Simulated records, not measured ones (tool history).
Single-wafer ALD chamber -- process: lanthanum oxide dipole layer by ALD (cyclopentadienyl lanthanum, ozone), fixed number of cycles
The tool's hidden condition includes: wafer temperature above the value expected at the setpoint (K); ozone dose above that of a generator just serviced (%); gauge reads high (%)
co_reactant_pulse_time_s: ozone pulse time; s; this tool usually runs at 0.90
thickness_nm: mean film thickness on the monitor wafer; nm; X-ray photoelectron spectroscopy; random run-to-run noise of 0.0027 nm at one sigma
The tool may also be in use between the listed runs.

run,hour,co_reactant_pulse_time_s,wafers since the last listed run,hours since the last thermocouple change,hours since the last ozone generator service,hours since the showerhead was replaced,hours since the gauge calibration,"read-back reference wafer on the same gauge, thickness_nm",thickness_nm
1,0.0,1.06,0,1965.2,777.7,3608.8,2916.8,0.394,0.482
2,82.2,0.74,952,2047.4,859.9,3691.0,2999.0,0.394,0.386
3,122.5,0.68,466,2087.7,900.2,3731.3,3039.3,0.394,0.353
4,169.3,0.68,542,2134.5,947.0,3778.1,3086.1,0.394,0.350
5,244.0,0.68,865,2209.2,1021.7,3852.8,3160.8,0.394,0.349
6,315.2,0.90,825,2280.4,1092.9,3924.0,3232.0,0.394,0.441
7,403.9,0.90,1027,2369.1,1181.6,4012.7,3320.7,0.394,0.441
# hour 458.4: ozone generator serviced
# hour 601.9: thermocouple changed; heater temperature recalibrated
# hour 644.4: showerhead replaced
8,671.7,0.90,2824,69.8,213.3,27.3,3588.5,0.394,0.457
# hour 685.2: gauge calibrated
9,766.1,0.90,1093,164.2,307.7,121.7,80.9,0.394,0.452
10,854.6,1.18,1025,252.7,396.2,210.2,169.4,0.395,0.513
11,1102.9,1.02,2877,501.0,644.5,458.5,417.7,0.394,0.478
12,1325.0,0.90,2573,723.1,866.6,680.6,639.8,0.394,0.442
13,1375.8,0.90,588,773.9,917.4,731.4,690.6,0.394,0.449
14,1432.1,0.90,652,830.2,973.7,787.7,746.9,0.394,0.450
15,1534.3,0.90,1184,932.4,1075.9,889.9,849.1,0.394,0.441
16,1621.3,0.72,1008,1019.4,1162.9,976.9,936.1,0.394,0.367
17,1690.8,1.10,805,1088.9,1232.4,1046.4,1005.6,0.394,0.493
18,1753.9,1.00,731,1152.0,1295.5,1109.5,1068.7,0.394,0.469
19,1839.8,1.23,995,1237.9,1381.4,1195.4,1154.6,0.394,0.516
# hour 1899.5: ozone generator serviced
20,1933.9,1.09,997,1332.0,34.4,1289.5,1248.7,0.394,0.499
21,2026.0,0.59,1067,1424.1,126.5,1381.6,1340.8,0.394,0.308
22,2064.5,1.01,446,1462.6,165.0,1420.1,1379.3,0.394,0.487
23,2146.4,0.66,948,1544.5,246.9,1502.0,1461.2,0.394,0.349
24,2232.6,0.78,998,1630.7,333.1,1588.2,1547.4,0.394,0.407
25,2317.3,0.63,981,1715.4,417.8,1672.9,1632.1,0.394,0.328
26,2410.9,0.73,1084,1809.0,511.4,1766.5,1725.7,0.394,0.382
27,2447.9,1.12,428,1846.0,548.4,1803.5,1762.7,0.394,0.501
28,2500.4,0.99,608,1898.5,600.9,1856.0,1815.2,0.394,0.471
29,2539.3,1.03,450,1937.4,639.8,1894.9,1854.1,0.394,0.484
30,2613.3,0.60,857,2011.4,713.8,1968.9,1928.1,0.394,0.303
31,2667.6,1.15,629,2065.7,768.1,2023.2,1982.4,0.394,0.504
32,2760.2,1.07,1072,2158.3,860.7,2115.8,2075.0,0.394,0.487
33,2821.2,0.56,706,2219.3,921.7,2176.8,2136.0,0.394,0.269
# hour 2833.3: thermocouple changed; heater temperature recalibrated
34,2904.4,0.90,871,71.1,1004.9,2260.0,2219.2,0.395,0.444

Run-by-run hidden state of the tool:
wafer temperature above the value expected at the setpoint (K): 0 across all the runs
gauge reads high (%): 0 across all the runs
H1: ozone dose above that of a generator just serviced (%)
run,H1
1,-6.99
2,-7.22
3,-7.32
4,-7.43
5,-7.58
6,-7.7
7,-7.82
8,-3.21
9,-4.12
10,-4.81
11,-6.18
12,-6.91
13,-7.04
14,-7.16
15,-7.35
16,-7.47
17,-7.56
18,-7.63
19,-7.71
20,-1.46
21,-2.77
22,-3.25
23,-4.13
24,-4.91
25,-5.54
26,-6.12
27,-6.32
28,-6.57
29,-6.74
30,-7.03
31,-7.21
32,-7.48
33,-7.63
34,-7.8
